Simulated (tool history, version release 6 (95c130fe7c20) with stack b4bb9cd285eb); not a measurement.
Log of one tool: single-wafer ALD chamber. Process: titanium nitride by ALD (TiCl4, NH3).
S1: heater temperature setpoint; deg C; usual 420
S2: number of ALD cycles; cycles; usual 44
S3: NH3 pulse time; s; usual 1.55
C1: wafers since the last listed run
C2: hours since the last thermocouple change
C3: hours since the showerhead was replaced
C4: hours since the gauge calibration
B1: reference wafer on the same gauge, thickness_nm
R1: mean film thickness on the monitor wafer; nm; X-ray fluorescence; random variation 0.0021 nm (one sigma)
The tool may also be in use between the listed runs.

| run | day | S1 | S2 | S3 | C1 | C2 | C3 | C4 | B1 | R1 |
|---|---|---|---|---|---|---|---|---|---|---|
| 1 | 0.000 | 420 | 44 | 1.55 | 0 | 905.2 | 6455.2 | 120.5 | 0.868 | 0.856 |
| 2 | 0.321 | 420 | 44 | 1.55 | 30 | 912.9 | 6462.9 | 128.2 | 0.868 | 0.855 |
| 3 | 0.921 | 420 | 44 | 1.55 | 56 | 927.3 | 6477.3 | 142.6 | 0.868 | 0.851 |
| 4 | 1.638 | 420 | 44 | 1.55 | 67 | 944.5 | 6494.5 | 159.8 | 0.866 | 0.849 |
| 5 | 1.971 | 420 | 44 | 1.55 | 31 | 952.5 | 6502.5 | 167.8 | 0.866 | 0.852 |
| 6 | 2.296 | 420 | 44 | 1.11 | 30 | 960.3 | 6510.3 | 175.6 | 0.866 | 0.844 |
| 7 | 2.896 | 420 | 44 | 1.85 | 56 | 974.7 | 6524.7 | 190.0 | 0.865 | 0.849 |
|  | 3.271 | gauge calibrated |
| 8 | 3.612 | 420 | 44 | 1.85 | 67 | 991.9 | 6541.9 | 8.2 | 0.873 | 0.858 |
| 9 | 4.167 | 420 | 44 | 1.85 | 51 | 1005.2 | 6555.2 | 21.5 | 0.873 | 0.858 |
| 10 | 4.438 | 415 | 35 | 1.93 | 25 | 1011.7 | 6561.7 | 28.0 | 0.872 | 0.686 |
| 11 | 4.700 | 412 | 50 | 1.55 | 24 | 1018.0 | 6568.0 | 34.3 | 0.873 | 0.972 |
|  | 5.433 | showerhead replaced |
| 12 | 5.454 | 420 | 44 | 1.30 | 39 | 1036.1 | 0.5 | 52.4 | 0.872 | 0.858 |
| 13 | 6.133 | 414 | 44 | 1.25 | 63 | 1052.4 | 16.8 | 68.7 | 0.872 | 0.850 |
|  | 6.654 | thermocouple changed; heater temperature recalibrated |
| 14 | 6.721 | 430 | 49 | 2.01 | 23 | 1.6 | 30.9 | 82.8 | 0.871 | 0.961 |
| 15 | 7.021 | 420 | 44 | 1.55 | 28 | 8.8 | 38.1 | 90.0 | 0.871 | 0.858 |
| 16 | 7.458 | 408 | 44 | 1.55 | 40 | 19.3 | 48.6 | 100.5 | 0.871 | 0.851 |
| 17 | 7.962 | 420 | 44 | 1.55 | 47 | 31.4 | 60.7 | 112.6 | 0.871 | 0.861 |
| 18 | 8.329 | 432 | 44 | 1.55 | 34 | 40.2 | 69.5 | 121.4 | 0.871 | 0.857 |

Measured less the same run without the tool's hidden state. The same run-to-run variation is in both; the gauge's scatter may not be:
The hidden state here: wafer temperature above the value expected at the setpoint (K); gauge reads high (%).
| run | R1 |
|---|---|
| 1 | -0.003 |
| 2 | -0.004 |
| 3 | -0.005 |
| 4 | -0.006 |
| 5 | -0.006 |
| 6 | -0.006 |
| 7 | -0.007 |
| 8 | +0.001 |
| 9 | +0.001 |
| 10 | +0.001 |
| 11 | +0.001 |
| 12 | +0.000 |
| 13 | +0.000 |
| 14 | +0.000 |
| 15 | -0.001 |
| 16 | -0.001 |
| 17 | -0.001 |
| 18 | -0.002 |

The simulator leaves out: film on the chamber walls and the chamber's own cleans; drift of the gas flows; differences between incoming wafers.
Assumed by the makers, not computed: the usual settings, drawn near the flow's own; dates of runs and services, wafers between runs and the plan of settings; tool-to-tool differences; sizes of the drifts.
